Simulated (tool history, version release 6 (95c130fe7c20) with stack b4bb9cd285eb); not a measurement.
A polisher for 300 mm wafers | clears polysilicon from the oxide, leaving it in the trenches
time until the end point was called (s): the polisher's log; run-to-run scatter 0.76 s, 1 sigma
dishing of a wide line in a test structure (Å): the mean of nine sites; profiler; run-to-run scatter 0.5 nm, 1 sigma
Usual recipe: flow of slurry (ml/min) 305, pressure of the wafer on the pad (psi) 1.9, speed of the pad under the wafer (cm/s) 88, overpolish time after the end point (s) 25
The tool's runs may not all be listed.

| run | hour | flow of slurry (ml/min) | pressure of the wafer on the pad (psi) | speed of the pad under the wafer (cm/s) | overpolish time after the end point (s) | incoming thickness of the incoming film, nm | time until the end point was called (s) | dishing of a wide line in a test structure (Å) |
|---|---|---|---|---|---|---|---|---|
| 1 | 0 | 305 | 1.9 | 88 | 25 | 366.1 | 44.7 | 416 |
| 2 | 71.8 | 305 | 1.9 | 88 | 25 | 364.7 | 44.5 | 430 |
| 3 | 118.8 | 305 | 1.9 | 88 | 25 | 362 | 44.8 | 419 |
| 4 | 175.7 | 305 | 1.9 | 88 | 25 | 358.5 | 47 | 431 |
|  | 234.3 | slurry nozzle cleaned |
| 5 | 240.5 | 305 | 1.9 | 88 | 25 | 362.9 | 47.3 | 419 |
| 6 | 322.5 | 305 | 1.9 | 88 | 25 | 359.8 | 47.1 | 412 |
|  | 379.7 | worn pad replaced by a new one |
| 7 | 419.6 | 305 | 1.9 | 88 | 25 | 359.8 | 43.6 | 424 |
| 8 | 497.2 | 305 | 2.3 | 88 | 25 | 358.5 | 37.1 | 425 |
| 9 | 571.7 | 305 | 2.3 | 88 | 25 | 352.6 | 36.4 | 437 |
| 10 | 673.2 | 305 | 2.3 | 88 | 25 | 355.7 | 37.9 | 418 |
| 11 | 777.7 | 305 | 1.9 | 88 | 25 | 361.3 | 47.2 | 422 |
| 12 | 870.1 | 305 | 1.5 | 88 | 25 | 359.5 | 61.7 | 422 |
|  | 905.3 | worn pad replaced by a new one |
| 13 | 968.2 | 305 | 1.5 | 88 | 25 | 362.3 | 56.9 | 420 |
|  | 1044.2 | head pressure recalibrated |
| 14 | 1047.8 | 305 | 1.9 | 88 | 25 | 363.2 | 44.8 | 424 |
|  | 1051.8 | slurry nozzle cleaned |
| 15 | 1114.3 | 305 | 1.9 | 88 | 34 | 364.9 | 46.1 | 426 |
| 16 | 1196.7 | 305 | 1.9 | 88 | 25 | 354.9 | 45.5 | 430 |
| 17 | 1268.4 | 305 | 1.9 | 88 | 25 | 362.4 | 48.3 | 426 |
| 18 | 1364.2 | 305 | 1.9 | 88 | 25 | 359.4 | 47.6 | 420 |
| 19 | 1431.9 | 305 | 1.5 | 88 | 38 | 363.1 | 64.5 | 425 |
| 20 | 1468.6 | 305 | 1.9 | 88 | 25 | 360.4 | 50.8 | 425 |
|  | 1501.8 | worn pad replaced by a new one |
| 21 | 1515.4 | 235 | 1.9 | 88 | 25 | 361.5 | 43.9 | 430 |
| 22 | 1555.7 | 235 | 2.4 | 66 | 15 | 364.1 | 48.8 | 395 |
| 23 | 1607.5 | 305 | 1.9 | 88 | 25 | 357.9 | 45.6 | 421 |
| 24 | 1660.1 | 345 | 1.6 | 110 | 21 | 356.3 | 42.5 | 416 |
| 25 | 1718.6 | 305 | 1.9 | 58 | 13 | 364.4 | 67.9 | 338 |
| 26 | 1809.6 | 305 | 2.2 | 76 | 36 | 361.9 | 45.1 | 428 |
| 27 | 1860.6 | 305 | 1.9 | 118 | 25 | 362 | 36 | 425 |
| 28 | 1912.2 | 220 | 1.9 | 88 | 25 | 363.8 | 50.8 | 423 |
|  | 1969.8 | slurry nozzle cleaned |
| 29 | 1985.5 | 305 | 1.9 | 88 | 25 | 359.2 | 48.5 | 422 |
|  | 2045.4 | worn pad replaced by a new one |
| 30 | 2072.8 | 255 | 1.9 | 88 | 29 | 357.2 | 45.3 | 429 |
| 31 | 2155.9 | 305 | 1.9 | 76 | 25 | 355 | 50.1 | 429 |
|  | 2184.1 | head pressure recalibrated |
| 32 | 2215.1 | 305 | 1.9 | 88 | 25 | 360.8 | 45.8 | 424 |
| 33 | 2257.1 | 305 | 1.9 | 88 | 25 | 364.5 | 45.2 | 420 |
| 34 | 2347.3 | 365 | 1.9 | 100 | 32 | 359.4 | 40.4 | 429 |
| 35 | 2501.5 | 305 | 1.9 | 70 | 25 | 356.8 | 61.5 | 414 |

Each row is a separate what-if for the run after 35, all from the same tool condition, not one after another. Results?
| A | 2501.9 | 305 | 1.9 | 104 | 25 | 364 | ? | ? |
| B | 2501.9 | 400 | 1.9 | 88 | 25 | 364 | ? | ? |
| C | 2501.9 | 305 | 1.3 | 66 | 25 | 364 | ? | ? |

| run | time until the end point was called (s) | dishing of a wide line in a test structure (Å) |
|---|---|---|
| A | 42.3 | 420 |
| B | 49.1 | 417 |
| C | 97.5 | 373 |
The same runs, with their run-to-run variation unchanged, on a tool lacking any hidden condition would have given:
| run | time until the end point was called (s) | dishing of a wide line in a test structure (Å) |
|---|---|---|
| A | 38.6 | 421 |
| B | 44.8 | 419 |
| C | 89 | 382 |

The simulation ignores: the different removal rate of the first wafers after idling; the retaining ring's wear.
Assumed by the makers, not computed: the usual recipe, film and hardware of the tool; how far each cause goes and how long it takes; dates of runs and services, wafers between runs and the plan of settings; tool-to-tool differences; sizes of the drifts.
